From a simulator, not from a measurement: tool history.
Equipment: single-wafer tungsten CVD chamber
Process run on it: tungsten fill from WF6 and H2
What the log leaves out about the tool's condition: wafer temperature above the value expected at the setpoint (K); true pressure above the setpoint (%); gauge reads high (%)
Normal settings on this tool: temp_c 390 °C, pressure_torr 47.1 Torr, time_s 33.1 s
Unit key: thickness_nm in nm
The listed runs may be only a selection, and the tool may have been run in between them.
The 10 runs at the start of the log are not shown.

run	day	temp_c	pressure_torr	time_s	wafers since the last listed run	hours since the last thermocouple change	hours since the last manometer calibration	hours since the showerhead was replaced	hours since the gauge calibration	read-back reference wafer on the same gauge, thickness_nm	thickness_nm
11	5.058	390	47.1	33.1	247	1681.1	786.8	5268	237.1	124.049	112.295
12	5.783	390	47.1	33.1	483	1698.5	804.2	5285.4	254.5	123.908	112.117
13	6.45	390	47.1	28.2	444	1714.5	820.2	5301.4	270.5	124.126	95.598
14	7.154	390	47.1	28.2	469	1731.4	837.1	5318.3	287.4	123.915	95.44
15	7.517	390	47.1	28.2	241	1740.1	845.8	5327	296.1	124.014	95.266
16	7.954	398	47.1	33.1	291	1750.6	856.3	5337.5	306.6	123.967	130.319
17	8.321	398	47.1	33.1	244	1759.4	865.1	5346.3	315.4	124	129.92
18	8.683	403	47.1	27.6	241	1768.1	873.8	5355	324.1	123.999	119.684
19	9.388	390	47.1	33.1	469	1785	890.7	5371.9	341	124.038	112.488
20	10.075	390	42.2	30.3	458	1801.5	907.2	5388.4	357.5	124	100.285
# day 10.588: capacitance manometer re-zeroed and calibrated
21	10.608	401	58.3	31.2	133	1814.3	0.5	5401.2	370.3	124.065	138.114
22	11.321	377	47.1	33.1	474	1831.4	17.6	5418.3	387.4	124.013	87.294
# day 11.788: showerhead replaced, of another model than before
23	11.954	382	53.4	33.1	199	1846.6	32.8	4	402.6	123.958	102.267
24	12.646	379	47.1	33.1	460	1863.2	49.4	20.6	419.2	124.038	91.35
25	13	400	41.9	30.5	236	1871.7	57.9	29.1	427.7	123.967	119.789
26	13.5	385	55.8	37	333	1883.7	69.9	41.1	439.7	123.964	123.578
27	13.821	403	47.1	27.6	213	1891.4	77.6	48.8	447.4	124.047	120.059
# day 14.208: thermocouple changed; heater temperature recalibrated
# day 14.242: gauge calibrated
28	14.25	379	42.7	39.3	63	1	87.9	59.1	0.2	124.016	94.153
29	14.942	390	47.1	33.1	460	17.6	104.5	75.7	16.8	123.972	103.216
30	15.588	390	35.7	33.1	430	33.1	120	91.2	32.3	123.971	91.296
31	16.229	386	35.9	33.1	427	48.5	135.4	106.6	47.7	123.953	84.813
32	17.2	390	47.1	33.1	646	71.8	158.7	129.9	71	123.983	103.378
33	18.142	379	57.6	33.1	627	94.4	181.3	152.5	93.6	124.026	90.094
34	18.621	390	57.7	36.7	319	105.9	192.8	164	105.1	124.03	124.669

Forecast each of these 4 alternatives for the next run:
A	18.638	390	47.1	33.1	11	106.3	193.2	164.4	105.5	?	?
B	18.638	386	38.1	33.1	11	106.3	193.2	164.4	105.5	?	?
C	18.638	390	47.1	30.8	11	106.3	193.2	164.4	105.5	?	?
D	18.638	402	50.8	35.2	11	106.3	193.2	164.4	105.5	?	?

run	read-back reference wafer on the same gauge, thickness_nm	thickness_nm
A	124.014	102.893
B	124.014	86.622
C	124.014	95.716
D	124.014	142.363
Take away the tool's hidden state, keep each run's random variation, and the runs would have read:
run	thickness_nm
A	103.967
B	87.538
C	96.716
D	143.712
